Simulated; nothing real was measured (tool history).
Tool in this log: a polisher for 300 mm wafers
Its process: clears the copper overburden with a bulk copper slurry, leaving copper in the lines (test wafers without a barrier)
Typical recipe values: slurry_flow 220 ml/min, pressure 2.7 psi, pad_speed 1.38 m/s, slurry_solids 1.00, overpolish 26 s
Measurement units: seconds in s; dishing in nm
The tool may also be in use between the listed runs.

run,day,slurry_flow,pressure,pad_speed,slurry_solids,overpolish,"incoming thickness of the incoming film, nm",seconds,dishing
1,0.000,265,2.7,1.38,1.00,26,856.7,72.0,54.6
2,0.729,265,2.7,1.38,1.00,26,837.4,69.6,53.2
3,1.229,185,2.7,1.38,1.00,26,841.3,75.5,54.1
4,2.521,185,2.7,1.38,1.00,26,831.2,74.0,52.8
5,2.958,220,2.7,1.38,1.00,26,839.7,71.5,53.1
6,3.533,220,2.7,1.38,1.00,26,841.4,71.6,55.0
7,4.292,220,2.7,1.38,1.00,26,834.7,70.2,52.5
8,4.783,295,2.9,1.38,1.00,14,827.6,64.2,50.8
9,5.317,220,2.7,1.38,1.20,26,840.6,67.5,54.2
10,5.900,190,2.7,1.38,1.10,26,832.4,69.7,54.3
11,6.221,165,2.7,1.58,1.00,26,837.0,66.5,53.4
12,6.596,190,2.7,1.38,1.10,26,833.9,69.5,53.9
13,6.875,220,1.9,1.68,1.00,26,840.5,77.2,51.3
14,7.617,220,2.7,1.38,1.00,26,843.0,69.1,53.4
15,8.308,220,2.7,1.38,1.00,26,854.3,70.5,55.5
16,8.783,220,2.7,1.38,1.00,26,838.7,70.8,53.6
17,9.258,190,2.7,1.00,0.75,12,842.1,95.6,44.1
18,9.625,165,2.7,1.38,1.00,30,838.4,73.6,54.8
19,10.038,275,2.2,1.38,1.25,31,832.6,77.4,52.6
20,10.300,220,2.7,1.38,1.00,26,837.1,73.8,53.2
21,10.562,245,2.7,1.52,1.00,26,833.5,67.0,53.4
22,10.975,220,3.0,1.38,1.00,26,829.9,66.3,53.6
23,11.392,220,2.0,1.38,1.00,14,848.3,91.1,45.3
24,12.112,220,2.7,1.38,1.00,26,837.6,71.8,51.9
25,12.483,160,3.4,1.10,0.90,26,829.1,79.7,53.0
26,13.092,220,2.7,1.16,1.00,15,846.4,82.6,47.6
27,13.750,195,2.7,1.38,1.00,26,831.8,73.2,53.6

Missing from the log above: 6 entries noted between runs. For each, name the pair of listed runs it sits between and say how the tool's hidden condition differs from the listed run just before to the listed run just after:
In the gap between runs 1 and 2: slurry nozzle cleaned (day 0.042)
  deviation of the head's pressure from its setpoint, %: 2.06 -> 2.58
  measured result minus the result with no hidden state, seconds: -1.0 -> -1.3 s; dishing: +0.2 -> +0.2 nm
In the gap between runs 6 and 7: worn pad replaced by a new one (day 4.271)
  deviation of the head's pressure from its setpoint, %: 4.59 -> 5.13
  measured result minus the result with no hidden state, seconds: -2.3 -> -2.6 s; dishing: +0.4 -> +0.5 nm
In the gap between runs 12 and 13: slurry blender recalibrated (day 6.700)
  deviation of the head's pressure from its setpoint, %: 6.79 -> 6.99
  measured result minus the result with no hidden state, seconds: -3.3 -> -3.8 s; dishing: +0.5 -> +0.6 nm
In the gap between runs 15 and 16: worn pad replaced by a new one (day 8.692)
  deviation of the head's pressure from its setpoint, %: 8.01 -> 8.35
  measured result minus the result with no hidden state, seconds: -4.0 -> -4.2 s; dishing: +0.7 -> +0.7 nm
In the gap between runs 18 and 19: head pressure recalibrated (day 9.938)
  deviation of the head's pressure from its setpoint, %: 8.96 -> 0.0866
  measured result minus the result with no hidden state, seconds: -4.7 -> +0.0 s; dishing: +0.8 -> +0.0 nm
In the gap between runs 24 and 25: worn pad replaced by a new one (day 12.462)
  deviation of the head's pressure from its setpoint, %: 1.57 -> 1.84
  measured result minus the result with no hidden state, seconds: -0.8 -> -1.0 s; dishing: +0.1 -> +0.2 nm

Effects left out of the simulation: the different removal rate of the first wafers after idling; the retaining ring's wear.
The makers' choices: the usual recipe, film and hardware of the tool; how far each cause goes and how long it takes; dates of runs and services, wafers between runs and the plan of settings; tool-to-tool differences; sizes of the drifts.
